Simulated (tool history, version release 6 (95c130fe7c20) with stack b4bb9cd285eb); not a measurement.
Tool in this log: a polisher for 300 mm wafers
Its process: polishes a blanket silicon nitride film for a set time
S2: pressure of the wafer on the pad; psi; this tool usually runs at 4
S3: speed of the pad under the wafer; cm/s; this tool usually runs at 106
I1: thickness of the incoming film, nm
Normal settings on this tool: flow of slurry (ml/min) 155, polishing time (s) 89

Run 1, hour 0: usual settings but S2 3 psi; I1 538.9. Result: film removed (Å) 1366.
Run 2, hour 6.1: usual settings but S2 3 psi; I1 536.4. Result: film removed (Å) 1358.
Run 3, hour 17: usual settings but S3 136 cm/s; I1 536.1. Result: film removed (Å) 2017.
Run 4, hour 25.7: usual settings but S3 136 cm/s; I1 535.8. Result: film removed (Å) 2014.
Run 5, hour 36.5: usual settings but S3 136 cm/s; I1 535.5. Result: film removed (Å) 1946.
Run 6, hour 44.4: usual settings; I1 539.6. Result: film removed (Å) 1612.
At hour 55.4: worn pad replaced by a new one.
Run 7, hour 55.9: usual settings; I1 536.7. Result: film removed (Å) 1797.
Run 8, hour 66.4: usual settings but flow of slurry (ml/min) 195, S3 72 cm/s, polishing time (s) 72; I1 542.4. Result: film removed (Å) 1091.
Run 9, hour 80.6: usual settings but S2 3 psi, S3 120 cm/s; I1 537.5. Result: film removed (Å) 1586.
Run 10, hour 90.9: usual settings; I1 546.2. Result: film removed (Å) 1751.
At hour 99.6: head pressure recalibrated.
Run 11, hour 102.9: usual settings but flow of slurry (ml/min) 170, S2 3.4 psi, S3 122 cm/s, polishing time (s) 115; I1 535.9. Result: film removed (Å) 2230.
At hour 112.6: slurry nozzle cleaned.
Run 12, hour 113.4: usual settings but flow of slurry (ml/min) 170, S3 124 cm/s, polishing time (s) 61; I1 536.5. Result: film removed (Å) 1350.
Run 13, hour 119.9: usual settings but S2 2.9 psi, S3 124 cm/s, polishing time (s) 114; I1 537. Result: film removed (Å) 1956.
Run 14, hour 169: usual settings; I1 543. Result: film removed (Å) 1579.

Alternative continuations, all from the tool just after run 14; predict every row:
Run A, hour 169.4: usual settings but flow of slurry (ml/min) 125; I1 541.8. Result: film removed (Å) ?.
Run B, hour 169.4: usual settings but S3 86 cm/s; I1 541.8. Result: film removed (Å) ?.
Run C, hour 169.4: usual settings but flow of slurry (ml/min) 115, S2 4.6 psi, S3 122 cm/s, polishing time (s) 78; I1 541.8. Result: film removed (Å) ?.
Run D, hour 169.4: usual settings but flow of slurry (ml/min) 185; I1 541.8. Result: film removed (Å) ?.

run  film removed (Å)
  A              1570
  B              1367
  C              1687
  D              1652
What these runs would have given with no unlogged condition in the tool:
run  film removed (Å)
  A              1795
  B              1564
  C              1929
  D              1889
